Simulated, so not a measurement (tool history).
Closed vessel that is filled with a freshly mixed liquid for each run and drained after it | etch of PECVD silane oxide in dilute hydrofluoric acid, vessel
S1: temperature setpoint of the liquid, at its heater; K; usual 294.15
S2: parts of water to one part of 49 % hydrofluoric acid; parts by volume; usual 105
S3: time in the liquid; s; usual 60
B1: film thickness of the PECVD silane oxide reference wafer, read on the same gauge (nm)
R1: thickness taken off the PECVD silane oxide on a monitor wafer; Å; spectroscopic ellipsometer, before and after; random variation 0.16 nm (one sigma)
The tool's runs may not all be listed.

run     day      S1   S2  S3      B1     R1
  1   0.000  294.15  105  60  140.02  222.5
      0.404  -- thermometer replaced
  2   0.533  294.15  105  60  140.00  220.6
  3   1.062  294.15  105  60  140.01  221.9
  4   1.496  294.15  105  60  140.01  222.0
  5   2.079  294.15  105  60  140.03  223.7
  6   2.379  294.15  105  60  140.06  221.5
  7   2.867  294.15  105  60  140.00  221.6
  8   3.371  294.15   65  60  139.99  373.5
  9   3.950  299.15  145  90  140.02  279.1
 10   4.650  294.15  125  30  140.01   92.1
 11   4.917  294.15   90  60  139.94  264.4
 12   5.350  290.65   70  70  140.02  346.6
 13   5.704  295.65   80  85  140.06  453.7
 14   6.150  295.65  130  45  140.02  138.0
 15   7.883  292.15  125  35  139.97   98.6
 16   8.254  291.65  105  60  140.03  203.4
 17   8.550  294.15  155  40  140.03   95.4
      9.075  -- hydrofluoric acid flow meter replaced
 18   9.100  298.15  105  60  139.97  258.1
 19   9.771  298.15  105  60  139.97  259.8
 20  10.271  290.65  125  40  139.96  104.5
 21  11.138  292.15  105  75  139.95  256.1
     11.283  -- gauge calibrated
 22  11.871  295.65   60  70  140.07  511.0
 23  12.329  290.15  120  35  139.97   94.1
 24  13.008  294.15  105  60  140.00  224.3
 25  13.321  294.15  105  60  139.97  222.4
 26  13.883  295.65  105  60  139.97  235.3
 27  14.579  294.15  105  60  140.00  221.4
 28  15.017  294.15   85  60  140.00  280.1
 29  15.304  294.15  130  60  139.96  176.3
 30  15.983  292.65  145  35  140.03   84.6
 31  16.242  294.15  105  60  140.06  224.7
 32  16.862  294.15   90  75  139.99  330.1

What the log doesn't show, run by run:
liquid colder than its thermometer reads (K): 0 in every run
hydrofluoric acid flow above the setpoint (%): 0 in every run
gauge reads high (%): 0 in every run

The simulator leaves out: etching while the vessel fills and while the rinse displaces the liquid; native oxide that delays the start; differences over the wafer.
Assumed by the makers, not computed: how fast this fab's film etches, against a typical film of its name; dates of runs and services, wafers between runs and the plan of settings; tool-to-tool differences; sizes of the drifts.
